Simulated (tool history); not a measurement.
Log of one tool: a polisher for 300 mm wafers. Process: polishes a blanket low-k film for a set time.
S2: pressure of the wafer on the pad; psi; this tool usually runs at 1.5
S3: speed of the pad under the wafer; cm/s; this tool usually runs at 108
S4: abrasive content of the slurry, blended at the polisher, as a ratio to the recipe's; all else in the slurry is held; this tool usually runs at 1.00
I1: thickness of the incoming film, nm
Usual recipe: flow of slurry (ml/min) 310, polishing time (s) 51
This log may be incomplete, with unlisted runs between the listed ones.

run 1 hour=0.0 | flow_of_slurry_(ml/min)=310 S2=1.5 S3=108 S4=1.00 polishing_time_(s)=51 | I1=767.3 | film_removed_(angstrom)=175
run 2 hour=36.4 | flow_of_slurry_(ml/min)=310 S2=1.5 S3=108 S4=1.00 polishing_time_(s)=51 | I1=774.8 | film_removed_(angstrom)=176
run 3 hour=72.4 | flow_of_slurry_(ml/min)=310 S2=1.5 S3=108 S4=1.00 polishing_time_(s)=51 | I1=772.8 | film_removed_(angstrom)=171
-- hour=111.7 worn pad replaced by a new one
run 4 hour=129.7 | flow_of_slurry_(ml/min)=310 S2=1.5 S3=108 S4=1.00 polishing_time_(s)=51 | I1=771.2 | film_removed_(angstrom)=160
-- hour=152.3 head pressure recalibrated
run 5 hour=167.9 | flow_of_slurry_(ml/min)=310 S2=1.5 S3=108 S4=1.00 polishing_time_(s)=51 | I1=760.0 | film_removed_(angstrom)=158
-- hour=182.5 slurry nozzle cleaned
run 6 hour=201.7 | flow_of_slurry_(ml/min)=310 S2=1.5 S3=108 S4=1.00 polishing_time_(s)=51 | I1=776.2 | film_removed_(angstrom)=158
run 7 hour=257.2 | flow_of_slurry_(ml/min)=355 S2=1.5 S3=108 S4=1.00 polishing_time_(s)=51 | I1=769.9 | film_removed_(angstrom)=158
-- hour=281.6 slurry blender recalibrated
-- hour=288.3 conditioning disc replaced and pad reconditioned
run 8 hour=324.7 | flow_of_slurry_(ml/min)=310 S2=1.5 S3=108 S4=1.00 polishing_time_(s)=51 | I1=774.2 | film_removed_(angstrom)=153
-- hour=372.1 worn pad replaced by a new one, repeated, since the last time left the tool worse
run 9 hour=384.3 | flow_of_slurry_(ml/min)=310 S2=1.5 S3=108 S4=1.00 polishing_time_(s)=51 | I1=758.6 | film_removed_(angstrom)=181
run 10 hour=419.3 | flow_of_slurry_(ml/min)=310 S2=1.5 S3=74 S4=1.15 polishing_time_(s)=68 | I1=775.7 | film_removed_(angstrom)=222
run 11 hour=488.6 | flow_of_slurry_(ml/min)=310 S2=1.5 S3=108 S4=0.80 polishing_time_(s)=63 | I1=764.5 | film_removed_(angstrom)=186
-- hour=543.6 slurry blender recalibrated
run 12 hour=550.4 | flow_of_slurry_(ml/min)=310 S2=1.5 S3=108 S4=1.00 polishing_time_(s)=51 | I1=763.5 | film_removed_(angstrom)=173
-- hour=572.6 head pressure recalibrated
run 13 hour=575.6 | flow_of_slurry_(ml/min)=400 S2=1.5 S3=120 S4=1.00 polishing_time_(s)=65 | I1=781.0 | film_removed_(angstrom)=240
run 14 hour=606.0 | flow_of_slurry_(ml/min)=310 S2=1.6 S3=132 S4=1.10 polishing_time_(s)=51 | I1=776.4 | film_removed_(angstrom)=214
run 15 hour=660.4 | flow_of_slurry_(ml/min)=310 S2=1.7 S3=108 S4=1.00 polishing_time_(s)=67 | I1=783.9 | film_removed_(angstrom)=252
-- hour=673.4 worn pad replaced by a new one
run 16 hour=704.3 | flow_of_slurry_(ml/min)=310 S2=1.5 S3=108 S4=1.00 polishing_time_(s)=51 | I1=766.4 | film_removed_(angstrom)=179
run 17 hour=775.6 | flow_of_slurry_(ml/min)=310 S2=1.5 S3=108 S4=1.25 polishing_time_(s)=51 | I1=768.2 | film_removed_(angstrom)=198
-- hour=799.4 conditioning disc replaced and pad reconditioned
-- hour=819.0 slurry nozzle cleaned
run 18 hour=839.9 | flow_of_slurry_(ml/min)=310 S2=1.5 S3=108 S4=1.00 polishing_time_(s)=51 | I1=766.5 | film_removed_(angstrom)=177
-- hour=862.3 slurry blender recalibrated
run 19 hour=897.3 | flow_of_slurry_(ml/min)=310 S2=1.5 S3=108 S4=1.00 polishing_time_(s)=51 | I1=786.2 | film_removed_(angstrom)=175
run 20 hour=932.2 | flow_of_slurry_(ml/min)=310 S2=1.5 S3=108 S4=1.00 polishing_time_(s)=51 | I1=771.7 | film_removed_(angstrom)=173
-- hour=948.0 worn pad replaced by a new one
run 21 hour=990.6 | flow_of_slurry_(ml/min)=310 S2=1.5 S3=108 S4=1.00 polishing_time_(s)=51 | I1=768.2 | film_removed_(angstrom)=180
-- hour=1047.1 head pressure recalibrated
run 22 hour=1053.8 | flow_of_slurry_(ml/min)=310 S2=1.7 S3=108 S4=1.00 polishing_time_(s)=59 | I1=766.7 | film_removed_(angstrom)=236
run 23 hour=1106.3 | flow_of_slurry_(ml/min)=235 S2=2.0 S3=108 S4=0.80 polishing_time_(s)=51 | I1=767.0 | film_removed_(angstrom)=198
run 24 hour=1157.4 | flow_of_slurry_(ml/min)=310 S2=1.5 S3=118 S4=1.00 polishing_time_(s)=51 | I1=762.0 | film_removed_(angstrom)=178

Some steps in film removed (angstrom), run to run, broken into two amounts with sign: the step expected even without the hidden condition (settings, incoming material, random variation), and the rest, left for the hidden condition together with whatever gauge scatter is not in both the measured and the hidden-condition-free result:
The tool's hidden condition here consists of: removal rate lost through wear of the pad, %; slurry flow missing at the pad, %; deviation of the head's pressure from its setpoint, %; abrasive missing from the slurry, %; time polished since the conditioner stopped cutting, s.
Run 8 -> 9: worn pad replaced by a new one, repeated, since the last time left the tool worse. film removed (angstrom) +28: hidden state +30, all else -2.
Run 12 -> 13: flow of slurry (ml/min) 310 -> 400, S3 108 -> 120, polishing time (s) 51 -> 65, head pressure recalibrated. film removed (angstrom) +67: hidden state -3, all else +70.
Run 15 -> 16: S2 1.7 -> 1.5, polishing time (s) 67 -> 51, worn pad replaced by a new one. film removed (angstrom) -73: hidden state +16, all else -89.

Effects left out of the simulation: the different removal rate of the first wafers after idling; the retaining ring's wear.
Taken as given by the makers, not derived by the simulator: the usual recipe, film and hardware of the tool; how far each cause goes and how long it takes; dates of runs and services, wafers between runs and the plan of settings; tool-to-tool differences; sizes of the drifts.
